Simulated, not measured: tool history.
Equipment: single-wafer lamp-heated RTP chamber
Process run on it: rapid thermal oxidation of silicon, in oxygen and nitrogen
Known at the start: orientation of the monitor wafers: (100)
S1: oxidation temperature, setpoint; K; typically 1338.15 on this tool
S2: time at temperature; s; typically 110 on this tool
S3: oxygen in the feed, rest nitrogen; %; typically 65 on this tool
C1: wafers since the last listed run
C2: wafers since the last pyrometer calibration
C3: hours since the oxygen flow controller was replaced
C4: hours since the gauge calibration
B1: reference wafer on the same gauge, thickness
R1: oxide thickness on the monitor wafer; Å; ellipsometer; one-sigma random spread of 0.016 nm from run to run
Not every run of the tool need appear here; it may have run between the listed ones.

| run | hour | S1 | S2 | S3 | C1 | C2 | C3 | C4 | B1 | R1 |
|---|---|---|---|---|---|---|---|---|---|---|
| 1 | 0 | 1338.15 | 110 | 65 | 0 | 7620 | 6834.1 | 16.5 | 10.296 | 115.41 |
| 2 | 13.5 | 1338.15 | 110 | 65 | 107 | 7727 | 6847.6 | 30 | 10.301 | 115.24 |
| 3 | 27.8 | 1338.15 | 110 | 65 | 113 | 7841 | 6861.9 | 44.3 | 10.298 | 115.46 |
| 4 | 35.6 | 1338.15 | 110 | 65 | 61 | 7903 | 6869.7 | 52.1 | 10.302 | 115.59 |
|  | 57.3 | oxygen flow controller replaced |
| 5 | 57.8 | 1338.15 | 110 | 65 | 112 | 8015 | 0.5 | 74.3 | 10.307 | 115.6 |
| 6 | 64.5 | 1338.15 | 110 | 65 | 53 | 8068 | 7.2 | 81 | 10.295 | 115.63 |
| 7 | 78 | 1360.15 | 127 | 65 | 107 | 8175 | 20.7 | 94.5 | 10.3 | 142.65 |
| 8 | 85.8 | 1338.15 | 89 | 93 | 61 | 8237 | 28.5 | 102.3 | 10.298 | 119.54 |
|  | 97.3 | pyrometer window cleaned and pyrometer calibrated |
| 9 | 97.8 | 1357.15 | 64 | 85 | 31 | 4 | 40.5 | 114.3 | 10.3 | 106.49 |
| 10 | 111.4 | 1321.15 | 110 | 49 | 107 | 111 | 54.1 | 127.9 | 10.295 | 87.61 |
|  | 117 | gauge calibrated |
| 11 | 122 | 1338.15 | 110 | 65 | 84 | 195 | 64.7 | 5 | 10.298 | 108.9 |
| 12 | 136.7 | 1338.15 | 65 | 93 | 116 | 312 | 79.4 | 19.7 | 10.304 | 97.84 |
| 13 | 145.7 | 1338.15 | 74 | 65 | 71 | 383 | 88.4 | 28.7 | 10.297 | 91.01 |
| 14 | 154 | 1338.15 | 74 | 65 | 65 | 449 | 96.7 | 37 | 10.296 | 91.31 |
| 15 | 171.3 | 1319.15 | 67 | 86 | 137 | 586 | 114 | 54.3 | 10.296 | 84.91 |

Predict each of these 3 candidate next runs independently; none follows another, all start after run 15:
| A | 171.8 | 1338.15 | 110 | 43 | 3 | 590 | 114.5 | 54.8 | ? | ? |
| B | 171.8 | 1309.15 | 156 | 77 | 3 | 590 | 114.5 | 54.8 | ? | ? |
| C | 171.8 | 1315.15 | 91 | 39 | 3 | 590 | 114.5 | 54.8 | ? | ? |

| run | B1 | R1 |
|---|---|---|
| A | 10.297 | 94.59 |
| B | 10.297 | 112.51 |
| C | 10.297 | 71.8 |
The same runs, with their run-to-run variation unchanged, on a tool lacking any hidden condition would have given:
| run | R1 |
|---|---|
| A | 93.15 |
| B | 110.69 |
| C | 70.67 |
